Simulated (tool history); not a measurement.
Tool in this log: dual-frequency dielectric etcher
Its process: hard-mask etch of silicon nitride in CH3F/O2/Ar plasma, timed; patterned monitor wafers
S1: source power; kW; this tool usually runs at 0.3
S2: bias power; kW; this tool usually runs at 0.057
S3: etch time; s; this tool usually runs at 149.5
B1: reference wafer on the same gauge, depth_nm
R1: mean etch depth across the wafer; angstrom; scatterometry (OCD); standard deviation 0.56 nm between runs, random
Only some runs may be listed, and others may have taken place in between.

{"run": 1, "hour": 0.0, "S1": 0.3, "S2": 0.057, "S3": 149.5, "B1": 75, "R1": 882}
{"run": 2, "hour": 24.1, "S1": 0.3, "S2": 0.057, "S3": 149.5, "B1": 75.1, "R1": 884}
{"run": 3, "hour": 73.5, "S1": 0.3, "S2": 0.057, "S3": 149.5, "B1": 74.8, "R1": 898}
{"run": 4, "hour": 135.5, "S1": 0.3, "S2": 0.057, "S3": 149.5, "B1": 74.9, "R1": 890}
{"run": 5, "hour": 175.2, "S1": 0.3, "S2": 0.057, "S3": 149.5, "B1": 74.8, "R1": 886}
{"run": 6, "hour": 374.9, "S1": 0.3, "S2": 0.057, "S3": 135, "B1": 74.9, "R1": 813}
{"hour": 447.8, "done": "wet clean of the chamber"}
{"run": 7, "hour": 448.3, "S1": 0.3, "S2": 0.057, "S3": 135, "B1": 75, "R1": 836}
{"run": 8, "hour": 499.5, "S1": 0.27, "S2": 0.057, "S3": 149.5, "B1": 74.7, "R1": 889}
{"run": 9, "hour": 568.0, "S1": 0.27, "S2": 0.057, "S3": 149.5, "B1": 74.9, "R1": 901}
{"hour": 601.2, "done": "gauge calibrated"}
{"run": 10, "hour": 627.6, "S1": 0.27, "S2": 0.057, "S3": 149.5, "B1": 74.9, "R1": 910}
{"hour": 689.5, "done": "upper electrode replaced"}
{"run": 11, "hour": 690.0, "S1": 0.36, "S2": 0.057, "S3": 183, "B1": 74.7, "R1": 1208}
{"hour": 715.0, "done": "wet clean of the chamber, repeated, since the last time left the tool worse"}
{"run": 12, "hour": 715.5, "S1": 0.36, "S2": 0.057, "S3": 183, "B1": 74.9, "R1": 1136}
{"run": 13, "hour": 766.4, "S1": 0.36, "S2": 0.057, "S3": 124.5, "B1": 75, "R1": 765}
{"run": 14, "hour": 834.2, "S1": 0.38, "S2": 0.07, "S3": 172.5, "B1": 74.9, "R1": 1149}
{"hour": 855.1, "done": "bias power generator calibrated"}
{"run": 15, "hour": 871.0, "S1": 0.38, "S2": 0.07, "S3": 162.5, "B1": 74.9, "R1": 1094}
{"hour": 937.1, "done": "source power generator calibrated"}
{"run": 16, "hour": 937.5, "S1": 0.26, "S2": 0.051, "S3": 129.5, "B1": 75, "R1": 713}
{"run": 17, "hour": 1001.4, "S1": 0.3, "S2": 0.049, "S3": 177, "B1": 75, "R1": 1005}
{"run": 18, "hour": 1043.5, "S1": 0.3, "S2": 0.057, "S3": 149.5, "B1": 74.8, "R1": 890}
{"run": 19, "hour": 1082.6, "S1": 0.3, "S2": 0.057, "S3": 149.5, "B1": 75, "R1": 889}
{"run": 20, "hour": 1131.7, "S1": 0.27, "S2": 0.068, "S3": 173.5, "B1": 74.8, "R1": 1063}
{"run": 21, "hour": 1194.9, "S1": 0.3, "S2": 0.057, "S3": 149.5, "B1": 75, "R1": 899}
{"run": 22, "hour": 1226.0, "S1": 0.27, "S2": 0.057, "S3": 149.5, "B1": 74.9, "R1": 861}
{"run": 23, "hour": 1275.4, "S1": 0.26, "S2": 0.057, "S3": 132, "B1": 74.9, "R1": 762}
{"run": 24, "hour": 1312.6, "S1": 0.28, "S2": 0.064, "S3": 164, "B1": 74.9, "R1": 999}
{"hour": 1345.9, "done": "wet clean of the chamber"}
{"run": 25, "hour": 1377.6, "S1": 0.34, "S2": 0.048, "S3": 149.5, "B1": 74.9, "R1": 866}
{"run": 26, "hour": 1440.1, "S1": 0.3, "S2": 0.057, "S3": 149.5, "B1": 74.7, "R1": 866}

Each row is a separate what-if for the run after 26, all from the same tool condition, not one after another. Results?
{"run": "A", "hour": 1440.6, "S1": 0.3, "S2": 0.057, "S3": 149.5, "B1": "?", "R1": "?"}
{"run": "B", "hour": 1440.6, "S1": 0.26, "S2": 0.051, "S3": 162.5, "B1": "?", "R1": "?"}
{"run": "C", "hour": 1440.6, "S1": 0.38, "S2": 0.05, "S3": 149.5, "B1": "?", "R1": "?"}
{"run": "D", "hour": 1440.6, "S1": 0.25, "S2": 0.061, "S3": 174.5, "B1": "?", "R1": "?"}
{"run": "E", "hour": 1440.6, "S1": 0.37, "S2": 0.044, "S3": 125.5, "B1": "?", "R1": "?"}

run=A B1=74.8 R1=881
run=B B1=74.8 R1=890
run=C B1=74.8 R1=909
run=D B1=74.8 R1=999
run=E B1=74.8 R1=730
Take away the tool's hidden state, keep each run's random variation, and the runs would have read:
run=A R1=877
run=B R1=885
run=C R1=904
run=D R1=994
run=E R1=726
